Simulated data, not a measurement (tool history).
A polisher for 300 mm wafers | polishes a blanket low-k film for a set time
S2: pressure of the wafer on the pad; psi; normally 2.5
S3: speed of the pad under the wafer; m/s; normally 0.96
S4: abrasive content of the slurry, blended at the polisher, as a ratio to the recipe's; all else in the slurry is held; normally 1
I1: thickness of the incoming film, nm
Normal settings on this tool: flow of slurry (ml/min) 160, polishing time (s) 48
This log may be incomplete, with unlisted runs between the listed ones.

Run 1, hour 0: usual settings but S4 1.1; I1 460.5. Result: film removed (angstrom) 263.
Run 2, hour 56.5: usual settings but S4 1.1; I1 462.7. Result: film removed (angstrom) 261.
Run 3, hour 120.9: usual settings but S4 1.1; I1 458.6. Result: film removed (angstrom) 250.
At hour 146.6: conditioning disc replaced and pad reconditioned.
At hour 159.9: slurry blender recalibrated.
At hour 176.6: worn pad replaced by a new one.
Run 4, hour 210.8: usual settings; I1 459.7. Result: film removed (angstrom) 248.
At hour 248.4: slurry nozzle cleaned.
Run 5, hour 257: usual settings but flow of slurry (ml/min) 185; I1 459.4. Result: film removed (angstrom) 253.
At hour 344.7: conditioning disc replaced and pad reconditioned.
Run 6, hour 358.8: usual settings but flow of slurry (ml/min) 185; I1 459.4. Result: film removed (angstrom) 232.
At hour 403.7: slurry blender recalibrated.
Run 7, hour 414.5: usual settings but flow of slurry (ml/min) 185; I1 468.9. Result: film removed (angstrom) 249.
At hour 423.9: worn pad replaced by a new one.
Run 8, hour 461.5: usual settings but flow of slurry (ml/min) 175, polishing time (s) 42; I1 459.9. Result: film removed (angstrom) 221.
At hour 543.4: slurry nozzle cleaned.
At hour 551.3: conditioning disc replaced and pad reconditioned.
Run 9, hour 551.8: usual settings but polishing time (s) 35; I1 461. Result: film removed (angstrom) 176.
At hour 616.9: worn pad replaced by a new one, of another model than before.
At hour 643.6: slurry blender recalibrated.
Run 10, hour 719.3: usual settings; I1 456.5. Result: film removed (angstrom) 248.
At hour 786.9: head pressure recalibrated.
At hour 797: slurry nozzle cleaned.
At hour 800: conditioning disc replaced and pad reconditioned.
At hour 802.8: worn pad replaced by a new one.
Run 11, hour 833.8: usual settings but S4 1.1; I1 464.1. Result: film removed (angstrom) 247.
At hour 885.6: slurry blender recalibrated.
Run 12, hour 916.2: usual settings but S2 1.7 psi, S4 0.9, polishing time (s) 42; I1 459. Result: film removed (angstrom) 170.
At hour 997.6: worn pad replaced by a new one.
Run 13, hour 1009.3: usual settings but flow of slurry (ml/min) 200, S3 0.84 m/s, polishing time (s) 53; I1 461.4. Result: film removed (angstrom) 260.
At hour 1015.5: conditioning disc replaced and pad reconditioned.
At hour 1060.5: slurry nozzle cleaned.
Run 14, hour 1091.4: usual settings but S2 1.6 psi, S3 0.8 m/s, S4 1.25, polishing time (s) 55; I1 465.5. Result: film removed (angstrom) 219.

Predict each of these 3 candidate next runs independently; none follows another, all start after run 14:
Run A, hour 1091.8: usual settings but S4 0.85; I1 455. Result: film removed (angstrom) ?.
Run B, hour 1091.8: usual settings but S2 3.1 psi; I1 455. Result: film removed (angstrom) ?.
Run C, hour 1091.8: usual settings but S3 1.2 m/s; I1 455. Result: film removed (angstrom) ?.

run  film removed (angstrom)
  A                      207
  B                      261
  C                      256
With the hidden condition removed and each run's random variation left untouched, the same runs would have given:
run  film removed (angstrom)
  A                      225
  B                      282
  C                      276

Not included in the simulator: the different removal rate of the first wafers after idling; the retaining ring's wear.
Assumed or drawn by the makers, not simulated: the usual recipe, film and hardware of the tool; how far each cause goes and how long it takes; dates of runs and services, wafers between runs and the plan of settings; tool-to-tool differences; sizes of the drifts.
